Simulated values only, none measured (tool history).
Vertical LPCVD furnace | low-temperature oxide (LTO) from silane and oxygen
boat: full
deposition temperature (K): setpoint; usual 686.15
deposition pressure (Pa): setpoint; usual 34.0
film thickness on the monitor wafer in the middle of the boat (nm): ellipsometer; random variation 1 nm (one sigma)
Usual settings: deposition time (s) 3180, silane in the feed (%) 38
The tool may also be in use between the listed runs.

| run | hour | deposition temperature (K) | deposition pressure (Pa) | deposition time (s) | silane in the feed (%) | wafers since the last listed run | hours since the last temperature calibration | hours since the pressure gauge was zeroed | hours since the silane flow controller was replaced | hours since the gauge calibration | read-back reference wafer on the same gauge, thickness | film thickness on the monitor wafer in the middle of the boat (nm) |
|---|---|---|---|---|---|---|---|---|---|---|---|---|
| 1 | 0.0 | 681.15 | 34.0 | 3180 | 38 | 0 | 2492.8 | 1556.1 | 2789.0 | 186.5 | 665.37 | 606.18 |
| 2 | 55.9 | 686.15 | 39.3 | 3180 | 42 | 460 | 2548.7 | 1612.0 | 2844.9 | 242.4 | 665.06 | 826.10 |
| 3 | 78.6 | 686.15 | 34.0 | 3180 | 38 | 186 | 2571.4 | 1634.7 | 2867.6 | 265.1 | 664.79 | 642.78 |
|  | 112.7 | pressure gauge zeroed |
| 4 | 113.2 | 686.15 | 34.0 | 3180 | 38 | 87 | 2606.0 | 0.5 | 2902.2 | 299.7 | 665.79 | 611.37 |
| 5 | 119.3 | 686.15 | 34.0 | 3180 | 38 | 50 | 2612.1 | 6.6 | 2908.3 | 305.8 | 665.00 | 612.02 |
|  | 130.1 | gauge calibrated |
| 6 | 133.5 | 686.15 | 34.0 | 3180 | 38 | 116 | 2626.3 | 20.8 | 2922.5 | 3.4 | 665.34 | 612.37 |
| 7 | 141.8 | 692.15 | 27.3 | 3180 | 38 | 68 | 2634.6 | 29.1 | 2930.8 | 11.7 | 665.20 | 526.29 |
| 8 | 150.3 | 692.15 | 27.3 | 3180 | 38 | 69 | 2643.1 | 37.6 | 2939.3 | 20.2 | 664.86 | 527.48 |
|  | 185.0 | silane flow controller replaced |
|  | 197.7 | thermocouples replaced and temperature profile calibrated |
| 9 | 198.2 | 692.15 | 27.3 | 3180 | 38 | 92 | 0.5 | 85.5 | 13.2 | 68.1 | 665.42 | 528.80 |
| 10 | 203.7 | 686.15 | 34.0 | 3180 | 38 | 45 | 6.0 | 91.0 | 18.7 | 73.6 | 665.75 | 617.23 |
| 11 | 209.2 | 686.15 | 37.3 | 3180 | 38 | 45 | 11.5 | 96.5 | 24.2 | 79.1 | 665.03 | 676.14 |

Run 12 comes next. What will it give?
| 12 | 214.7 | 686.15 | 34.0 | 3180 | 38 | 45 | 17.0 | 102.0 | 29.7 | 84.6 | ? | ? |

read-back reference wafer on the same gauge, thickness: 664.78
film thickness on the monitor wafer in the middle of the boat (nm): 616.59
Without the tool's hidden state the same run would have given film thickness on the monitor wafer in the middle of the boat (nm) 608.06.
